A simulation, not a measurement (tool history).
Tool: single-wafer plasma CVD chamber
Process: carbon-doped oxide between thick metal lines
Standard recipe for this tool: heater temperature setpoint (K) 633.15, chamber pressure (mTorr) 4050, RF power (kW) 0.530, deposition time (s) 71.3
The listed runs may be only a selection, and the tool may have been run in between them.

run,hour,heater temperature setpoint (K),chamber pressure (mTorr),RF power (kW),deposition time (s),wafers since the last listed run,hours since the last thermocouple change,hours since the last RF generator calibration,hours since the last manometer calibration,hours since the showerhead was replaced,hours since the gauge calibration,"read-back reference wafer on the same gauge, thickness_nm",mean film thickness on the monitor wafer (Å)
1,0.0,633.15,3340,0.530,71.3,0,906.9,1191.0,86.6,45.7,29.5,408.142,3639.86
2,18.6,633.15,3340,0.530,71.3,319,925.5,1209.6,105.2,64.3,48.1,407.603,3631.15
# hour 42.8: RF generator calibrated
3,43.5,633.15,4050,0.530,71.3,290,950.4,0.7,130.1,89.2,73.0,408.471,3717.53
# hour 62.6: thermocouple changed; heater temperature recalibrated
4,73.4,633.15,4050,0.530,71.3,376,10.8,30.6,160.0,119.1,102.9,408.141,3751.00
5,96.4,633.15,4050,0.530,80.2,395,33.8,53.6,183.0,142.1,125.9,408.070,4217.80
6,131.2,633.15,4050,0.530,82.6,598,68.6,88.4,217.8,176.9,160.7,408.212,4345.01
7,161.6,633.15,4050,0.530,82.6,522,99.0,118.8,248.2,207.3,191.1,407.546,4369.59
8,187.9,633.15,4050,0.530,82.6,452,125.3,145.1,274.5,233.6,217.4,407.826,4340.29
9,201.0,633.15,3650,0.575,63.8,225,138.4,158.2,287.6,246.7,230.5,407.911,3475.92
10,229.2,622.15,4590,0.530,71.3,484,166.6,186.4,315.8,274.9,258.7,408.040,3916.65
11,262.5,620.15,4490,0.530,60.3,572,199.9,219.7,349.1,308.2,292.0,408.105,3294.06
12,275.3,633.15,4050,0.530,82.6,220,212.7,232.5,361.9,321.0,304.8,408.157,4345.30
13,306.8,633.15,4720,0.530,71.3,541,244.2,264.0,393.4,352.5,336.3,408.074,3833.95
14,320.0,633.15,4050,0.585,76.4,226,257.4,277.2,406.6,365.7,349.5,408.094,4229.01
15,344.6,641.15,3300,0.570,81.1,422,282.0,301.8,431.2,390.3,374.1,407.620,4259.38
16,369.3,633.15,4050,0.560,71.3,424,306.7,326.5,455.9,415.0,398.8,408.141,3857.71
17,399.1,633.15,3340,0.530,71.3,512,336.5,356.3,485.7,444.8,428.6,408.123,3698.27
18,425.1,633.15,3310,0.600,77.1,446,362.5,382.3,511.7,470.8,454.6,408.142,4221.31
19,446.1,633.15,3040,0.585,65.1,360,383.5,403.3,532.7,491.8,475.6,407.887,3495.88
20,500.8,633.15,4050,0.530,71.3,940,438.2,458.0,587.4,546.5,530.3,408.486,3746.82
21,512.8,633.15,5060,0.530,71.3,206,450.2,470.0,599.4,558.5,542.3,408.086,3861.04
22,531.2,633.15,4570,0.530,57.3,316,468.6,488.4,617.8,576.9,560.7,407.894,3060.02
23,546.4,633.15,3550,0.435,60.2,261,483.8,503.6,633.0,592.1,575.9,408.325,2840.09
24,562.8,633.15,4050,0.530,71.3,281,500.2,520.0,649.4,608.5,592.3,407.645,3765.79
25,574.8,628.15,4370,0.565,67.0,206,512.2,532.0,661.4,620.5,604.3,407.610,3710.68
26,602.9,633.15,4050,0.530,71.3,483,540.3,560.1,689.5,648.6,632.4,407.921,3764.61
27,637.1,639.15,3490,0.635,57.8,587,574.5,594.3,723.7,682.8,666.6,407.716,3218.78
28,670.1,622.15,4050,0.435,71.3,567,607.5,627.3,756.7,715.8,699.6,407.656,3462.19
29,682.6,624.15,4050,0.530,82.6,214,620.0,639.8,769.2,728.3,712.1,407.848,4405.77
30,715.8,626.15,5010,0.530,59.9,570,653.2,673.0,802.4,761.5,745.3,407.968,3279.41

Hidden state, per run?
delivered RF power above the setpoint (%): 0 at every run
true pressure above the setpoint (%): 0 at every run
gauge reads high (%): 0 at every run
H1: wafer temperature above the value expected at the setpoint (K)
run,H1
1,5.45
2,5.65
3,5.93
4,-0.462
5,-0.455
6,-0.434
7,-0.403
8,-0.368
9,-0.347
10,-0.295
11,-0.221
12,-0.189
13,-0.102
14,-0.0623
15,0.0178
16,0.106
17,0.221
18,0.331
19,0.426
20,0.697
21,0.761
22,0.863
23,0.951
24,1.05
25,1.12
26,1.3
27,1.53
28,1.77
29,1.86
30,2.11
